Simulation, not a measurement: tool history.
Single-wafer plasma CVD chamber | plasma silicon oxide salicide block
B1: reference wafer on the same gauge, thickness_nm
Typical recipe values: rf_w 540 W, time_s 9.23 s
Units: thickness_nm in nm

Run 1, hour 0.0: usual settings; B1 109.388. Result: thickness_nm 93.451 nm.
Run 2, hour 85.5: usual settings; B1 109.341. Result: thickness_nm 93.067 nm.
Run 3, hour 171.9: usual settings but rf_w 580 W, time_s 10.27 s; B1 109.430. Result: thickness_nm 105.235 nm.
Run 4, hour 260.1: usual settings but rf_w 580 W, time_s 10.27 s; B1 109.374. Result: thickness_nm 105.239 nm.
Run 5, hour 386.0: usual settings but rf_w 580 W, time_s 10.27 s; B1 109.377. Result: thickness_nm 105.481 nm.
Run 6, hour 471.6: usual settings but time_s 10.07 s; B1 109.362. Result: thickness_nm 100.884 nm.
Run 7, hour 523.9: usual settings but time_s 9.61 s; B1 109.439. Result: thickness_nm 96.201 nm.
At hour 584.7: gauge calibrated.
Run 8, hour 585.8: usual settings; B1 109.424. Result: thickness_nm 92.657 nm.
Run 9, hour 624.0: usual settings; B1 109.411. Result: thickness_nm 92.093 nm.
Run 10, hour 713.7: usual settings but time_s 9.64 s; B1 109.397. Result: thickness_nm 96.395 nm.
Run 11, hour 791.3: usual settings but rf_w 510 W, time_s 10.73 s; B1 109.381. Result: thickness_nm 105.779 nm.
Run 12, hour 865.2: usual settings but rf_w 645 W, time_s 8.53 s; B1 109.402. Result: thickness_nm 89.027 nm.
Run 13, hour 907.4: usual settings but rf_w 500 W; B1 109.408. Result: thickness_nm 90.267 nm.
Run 14, hour 980.8: usual settings but rf_w 440 W, time_s 10.59 s; B1 109.401. Result: thickness_nm 100.165 nm.
At hour 1049.1: RF generator calibrated.
Run 15, hour 1072.1: usual settings but rf_w 645 W, time_s 8.54 s; B1 109.467. Result: thickness_nm 90.550 nm.
At hour 1113.0: showerhead replaced.
Run 16, hour 1153.7: usual settings but rf_w 620 W, time_s 8.51 s; B1 109.419. Result: thickness_nm 89.397 nm.
Run 17, hour 1234.7: usual settings but rf_w 580 W, time_s 10.27 s; B1 109.440. Result: thickness_nm 106.067 nm.
Run 18, hour 1305.2: usual settings but rf_w 590 W, time_s 8.09 s; B1 109.437. Result: thickness_nm 83.797 nm.

Run 19 comes next. What will it give?
Run 19, hour 1345.7: usual settings but rf_w 615 W, time_s 8.63 s; B1 ?. Result: thickness_nm ?.

Run 19 gave B1 109.382, thickness_nm 90.219 nm.
Without the tool's hidden state the same run would have given thickness_nm 90.363 nm.
